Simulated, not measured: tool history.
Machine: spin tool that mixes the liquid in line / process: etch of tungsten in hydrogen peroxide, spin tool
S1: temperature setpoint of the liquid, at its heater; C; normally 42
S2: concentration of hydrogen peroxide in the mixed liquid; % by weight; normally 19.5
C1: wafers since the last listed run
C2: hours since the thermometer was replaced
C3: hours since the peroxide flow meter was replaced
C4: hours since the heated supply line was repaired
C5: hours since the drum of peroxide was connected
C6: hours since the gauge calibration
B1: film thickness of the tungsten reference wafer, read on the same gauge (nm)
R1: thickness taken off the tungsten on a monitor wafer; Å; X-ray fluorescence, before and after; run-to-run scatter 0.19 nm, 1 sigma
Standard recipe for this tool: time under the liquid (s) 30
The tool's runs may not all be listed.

run 1 hour=0 | S1=42 S2=24 time_under_the_liquid_(s)=15 | C1=0 C2=2093.3 C3=334.9 C4=4174.5 C5=1041.8 C6=9.2 | B1=150 | R1=183.3
run 2 hour=23.4 | S1=42 S2=15.5 time_under_the_liquid_(s)=20 | C1=331 C2=2116.7 C3=358.3 C4=4197.9 C5=1065.2 C6=32.6 | B1=149.99 | R1=194.7
run 3 hour=35.1 | S1=42 S2=18 time_under_the_liquid_(s)=45 | C1=165 C2=2128.4 C3=370 C4=4209.6 C5=1076.9 C6=44.3 | B1=150.01 | R1=470.1
run 4 hour=45.6 | S1=42 S2=18 time_under_the_liquid_(s)=45 | C1=148 C2=2138.9 C3=380.5 C4=4220.1 C5=1087.4 C6=54.8 | B1=150 | R1=471.2
run 5 hour=57.9 | S1=42 S2=18 time_under_the_liquid_(s)=45 | C1=174 C2=2151.2 C3=392.8 C4=4232.4 C5=1099.7 C6=67.1 | B1=149.99 | R1=471.5
run 6 hour=71.6 | S1=49 S2=19.5 time_under_the_liquid_(s)=30 | C1=193 C2=2164.9 C3=406.5 C4=4246.1 C5=1113.4 C6=80.8 | B1=150.01 | R1=508.9
-- hour=83.7 thermometer replaced
run 7 hour=87 | S1=49 S2=19.5 time_under_the_liquid_(s)=30 | C1=203 C2=3.3 C3=421.9 C4=4261.5 C5=1128.8 C6=96.2 | B1=150 | R1=512.5
run 8 hour=97.3 | S1=49 S2=19.5 time_under_the_liquid_(s)=30 | C1=145 C2=13.6 C3=432.2 C4=4271.8 C5=1139.1 C6=106.5 | B1=149.99 | R1=510.2
run 9 hour=104.6 | S1=42 S2=19.5 time_under_the_liquid_(s)=25 | C1=103 C2=20.9 C3=439.5 C4=4279.1 C5=1146.4 C6=113.8 | B1=150 | R1=274.8
-- hour=112.8 new drum of peroxide connected
run 10 hour=118 | S1=42 S2=19.5 time_under_the_liquid_(s)=45 | C1=175 C2=34.3 C3=452.9 C4=4292.5 C5=5.2 C6=127.2 | B1=150.02 | R1=495.3
run 11 hour=131.2 | S1=34.5 S2=18 time_under_the_liquid_(s)=15 | C1=186 C2=47.5 C3=466.1 C4=4305.7 C5=18.4 C6=140.4 | B1=149.98 | R1=97
-- hour=138.3 gauge calibrated
-- hour=141.1 peroxide flow meter replaced
run 12 hour=145.5 | S1=34.5 S2=18 time_under_the_liquid_(s)=15 | C1=188 C2=61.8 C3=4.4 C4=4320 C5=32.7 C6=7.2 | B1=150.03 | R1=91.2
run 13 hour=156.2 | S1=38.5 S2=25 time_under_the_liquid_(s)=30 | C1=151 C2=72.5 C3=15.1 C4=4330.7 C5=43.4 C6=17.9 | B1=150 | R1=278.1
-- hour=159.7 heated supply line repaired
run 14 hour=171.7 | S1=42 S2=16 time_under_the_liquid_(s)=45 | C1=205 C2=88 C3=30.6 C4=12 C5=58.9 C6=33.4 | B1=150 | R1=425.6
run 15 hour=186.8 | S1=47 S2=19.5 time_under_the_liquid_(s)=30 | C1=213 C2=103.1 C3=45.7 C4=27.1 C5=74 C6=48.5 | B1=150 | R1=426.8
run 16 hour=194 | S1=49.5 S2=19.5 time_under_the_liquid_(s)=30 | C1=101 C2=110.3 C3=52.9 C4=34.3 C5=81.2 C6=55.7 | B1=150 | R1=500.7
run 17 hour=247.7 | S1=42 S2=24.5 time_under_the_liquid_(s)=30 | C1=759 C2=164 C3=106.6 C4=88 C5=134.9 C6=109.4 | B1=149.99 | R1=353.2
run 18 hour=259.1 | S1=42 S2=19.5 time_under_the_liquid_(s)=30 | C1=161 C2=175.4 C3=118 C4=99.4 C5=146.3 C6=120.8 | B1=150 | R1=315.4
run 19 hour=268.9 | S1=42 S2=21.5 time_under_the_liquid_(s)=45 | C1=138 C2=185.2 C3=127.8 C4=109.2 C5=156.1 C6=130.6 | B1=150.03 | R1=500.6
-- hour=272.3 gauge calibrated
run 20 hour=276.9 | S1=42 S2=24.5 time_under_the_liquid_(s)=15 | C1=113 C2=193.2 C3=135.8 C4=117.2 C5=164.1 C6=4.6 | B1=150.03 | R1=177.6

Take each entry between the runs: how does the hidden state at the last listed run before it differ from the hidden state at the first listed run after it?
Logged between run 6 and run 7: thermometer replaced (hour 83.7)
  peroxide flow above the setpoint (%): 11.6 -> 12
  measured result minus the result with no hidden state, R1: +27.2 -> +28.2 Å
Logged between run 9 and run 10: new drum of peroxide connected (hour 112.8)
  peroxide flow above the setpoint (%): 12.4 -> 12.7
  measured result minus the result with no hidden state, R1: +15.6 -> +28.8 Å
Logged between run 11 and run 12: gauge calibrated (hour 138.3); peroxide flow meter replaced (hour 141.1)
  peroxide flow above the setpoint (%): 13 -> 0.129
  measured result minus the result with no hidden state, R1: +5.7 -> +0.1 Å
Logged between run 13 and run 14: heated supply line repaired (hour 159.7)
  peroxide flow above the setpoint (%): 0.376 -> 0.734
  measured result minus the result with no hidden state, R1: +0.6 -> +1.6 Å
Logged between run 19 and run 20: gauge calibrated (hour 272.3)
  peroxide flow above the setpoint (%): 2.98 -> 3.16
  measured result minus the result with no hidden state, R1: +7.3 -> +2.7 Å
